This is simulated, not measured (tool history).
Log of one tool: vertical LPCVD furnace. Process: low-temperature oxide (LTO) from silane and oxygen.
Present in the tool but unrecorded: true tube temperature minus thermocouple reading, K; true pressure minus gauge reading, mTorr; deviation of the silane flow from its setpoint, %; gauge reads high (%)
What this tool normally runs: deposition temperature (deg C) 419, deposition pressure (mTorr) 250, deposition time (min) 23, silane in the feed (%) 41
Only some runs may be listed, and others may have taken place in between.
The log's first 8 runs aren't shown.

run	hour	deposition temperature (deg C)	deposition pressure (mTorr)	deposition time (min)	silane in the feed (%)	wafers since the last listed run	hours since the last temperature calibration	hours since the pressure gauge was zeroed	hours since the silane flow controller was replaced	hours since the gauge calibration	read-back reference wafer on the same gauge, thickness	film thickness on the monitor wafer in the middle of the boat (nm)
9	250.4	419	280	16	41	2309	1416.6	1466.9	3685.2	557.1	344.45	246.35
10	283.7	419	225	23	41	972	1449.9	1500.2	3718.5	590.4	344	282.58
11	298.2	419	225	23	41	423	1464.4	1514.7	3733	604.9	343.56	278.96
12	333.4	419	250	23	41	1027	1499.6	1549.9	3768.2	640.1	344.48	314.1
13	352.1	419	250	23	41	546	1518.3	1568.6	3786.9	658.8	344.06	310.85
14	364.6	423	310	23	41	364	1530.8	1581.1	3799.4	671.3	343.73	407.91
15	376.8	419	250	23	41	356	1543	1593.3	3811.6	683.5	343.99	312.72
16	396	414	250	28	38	560	1562.2	1612.5	3830.8	702.7	343.75	328.71
17	410.1	419	250	15	41	411	1576.3	1626.6	3844.9	716.8	344.12	202.95
# hour 440.9: thermocouples replaced and temperature profile calibrated
18	441.4	416	250	16.5	41	213	0.5	1657.9	3876.2	748.1	343.68	217.38
# hour 476.5: pressure gauge zeroed
19	477	412	290	32	44	338	36.1	0.5	3911.8	783.7	343.43	525.01
20	482	410	250	26	41	145	41.1	5.5	3916.8	788.7	343.84	333.29
# hour 528.7: silane flow controller replaced
21	529.2	413	310	30	48	677	88.3	52.7	0.5	835.9	344.01	580.68
# hour 535.4: gauge calibrated
22	541.9	419	250	23	41	370	101	65.4	13.2	6.5	343.53	321.85
23	559.4	419	210	20.5	41	510	118.5	82.9	30.7	24	343.71	244.67
24	582.3	419	285	23	41	668	141.4	105.8	53.6	46.9	344.47	369.22
25	668.9	410	190	25.5	47	2528	228	192.4	140.2	133.5	343.66	285.37
26	681.9	415	250	23	38	379	241	205.4	153.2	146.5	343.82	285.91
27	701.4	419	250	23	41	569	260.5	224.9	172.7	166	343.94	323.13
28	733.1	419	275	23	41	925	292.2	256.6	204.4	197.7	343.97	357.31
29	755.5	428	230	23	34	654	314.6	279	226.8	220.1	344.07	261.96
30	772.2	419	250	23	41	487	331.3	295.7	243.5	236.8	343.82	321.21
31	795.1	413	300	19.5	41	668	354.2	318.6	266.4	259.7	344.04	312.03
32	829.8	419	250	23	37	1013	388.9	353.3	301.1	294.4	344.22	286.59

3 options for the next run, each taken on its own from the tool as it stands now. Forecast them:
A	833.1	419	250	23	38	96	392.2	356.6	304.4	297.7	?	?
B	833.1	424	250	23	41	96	392.2	356.6	304.4	297.7	?	?
C	833.1	408	195	20.5	41	96	392.2	356.6	304.4	297.7	?	?

run	read-back reference wafer on the same gauge, thickness	film thickness on the monitor wafer in the middle of the boat (nm)
A	343.98	295.3
B	343.98	338.72
C	343.98	199.27
Take away the tool's hidden state, keep each run's random variation, and the runs would have read:
run	film thickness on the monitor wafer in the middle of the boat (nm)
A	297.88
B	341.68
C	201.51
